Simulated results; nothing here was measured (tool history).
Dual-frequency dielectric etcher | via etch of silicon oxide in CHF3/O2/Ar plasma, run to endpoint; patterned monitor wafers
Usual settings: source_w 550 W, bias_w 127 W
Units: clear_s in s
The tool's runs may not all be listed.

run	hour	source_w	bias_w	wafers since the last listed run	hours since the last wet clean	hours since the last source power generator calibration	hours since the last bias power generator calibration	hours since the last upper electrode change	incoming incoming film thickness, nm	clear_s
1	0	550	117	0	114.3	3013.1	782	2709.9	428.8	272.6
2	35.4	550	117	142	149.7	3048.5	817.4	2745.3	428.4	267.9
3	98	630	114	252	212.3	3111.1	880	2807.9	424.8	264.6
4	140.4	550	127	170	254.7	3153.5	922.4	2850.3	420.9	255
5	165.7	550	127	101	280	3178.8	947.7	2875.6	428.7	261.7
6	195.8	660	127	121	310.1	3208.9	977.8	2905.7	422.2	248.1
7	223	660	127	109	337.3	3236.1	1005	2932.9	427.7	250.1
8	277.3	550	127	218	391.6	3290.4	1059.3	2987.2	423.4	256.3
9	319	450	127	168	433.3	3332.1	1101	3028.9	422.1	266.5
10	355.6	450	127	147	469.9	3368.7	1137.6	3065.5	426.2	269.6
# hour 408.7: wet clean of the chamber
11	409.4	550	150	120	0.7	3422.5	1191.4	3119.3	424.7	236.9
12	440.7	550	150	126	32	3453.8	1222.7	3150.6	424.3	235.9
13	472	550	150	126	63.3	3485.1	1254	3181.9	423.3	235.8
14	520.3	550	127	194	111.6	3533.4	1302.3	3230.2	427.4	257
15	569.1	550	127	196	160.4	3582.2	1351.1	3279	421.4	254.9
16	682.9	550	127	458	274.2	3696	1464.9	3392.8	423.9	253.4
17	744	550	127	246	335.3	3757.1	1526	3453.9	431.2	259.3
18	787.1	550	117	173	378.4	3800.2	1569.1	3497	424.6	265.8
19	832.6	590	101	183	423.9	3845.7	1614.6	3542.5	426	286.9
20	856.7	550	127	97	448	3869.8	1638.7	3566.6	429.1	258.5
# hour 892.7: bias power generator calibrated
21	924.7	680	127	258	516	3937.8	32	3634.6	424.8	250
# hour 937.5: source power generator calibrated
# hour 953.8: wet clean of the chamber
22	990	420	102	181	36.2	52.5	97.3	3699.9	421.4	306.7
23	1049	460	145	237	95.2	111.5	156.3	3758.9	426.4	252.6
24	1081.2	460	96	129	127.4	143.7	188.5	3791.1	429.5	316.7
# hour 1151.4: upper electrode replaced
25	1151.9	650	127	188	198.1	214.4	259.2	0.5	423.2	248.8
26	1191	500	145	157	237.2	253.5	298.3	39.6	427.7	251.3
27	1259.8	420	112	277	306	322.3	367.1	108.4	425.4	293.9
28	1294.8	640	127	141	341	357.3	402.1	143.4	423.5	249.3
29	1330.9	430	127	145	377.1	393.4	438.2	179.5	423.3	271.9
30	1387	670	147	226	433.2	449.5	494.3	235.6	425.4	231.2
31	1450.3	420	140	255	496.5	512.8	557.6	298.9	429	263.8
32	1519	550	150	276	565.2	581.5	626.3	367.6	426.5	239.1
# hour 1545: wet clean of the chamber
33	1580.1	610	150	149	35.1	642.6	687.4	428.7	425.1	234.7
34	1617.9	660	107	152	72.9	680.4	725.2	466.5	420.6	268.2
35	1645	490	127	109	100	707.5	752.3	493.6	427.1	266.8

Some steps in clear_s between neighbouring runs. How much of each would the tool show without its hidden state too (settings, what came in, random variation), and how much is left for the hidden state, with any gauge scatter that isn't in both results?
The hidden state here: etch rate over this chamber's usual, %; source power that arrives over what is set, %; bias power that arrives over what is set, %.
Run 7 -> 8: source_w 660 -> 550. clear_s +6.2 s: hidden state -0.4, all else +6.6.
Run 20 -> 21: source_w 550 -> 680, bias power generator calibrated. clear_s -8.5 s: hidden state +6.7, all else -15.2.
Run 21 -> 22: source_w 680 -> 420, bias_w 127 -> 102, source power generator calibrated, wet clean of the chamber. clear_s +56.7 s: hidden state -0.3, all else +57.
Run 23 -> 24: bias_w 145 -> 96. clear_s +64.1 s: hidden state -0.2, all else +64.3.
Run 24 -> 25: source_w 460 -> 650, bias_w 96 -> 127, upper electrode replaced. clear_s -67.9 s: hidden state -0.2, all else -67.7.
Run 30 -> 31: source_w 670 -> 420, bias_w 147 -> 140. clear_s +32.6 s: hidden state -0.5, all else +33.1.
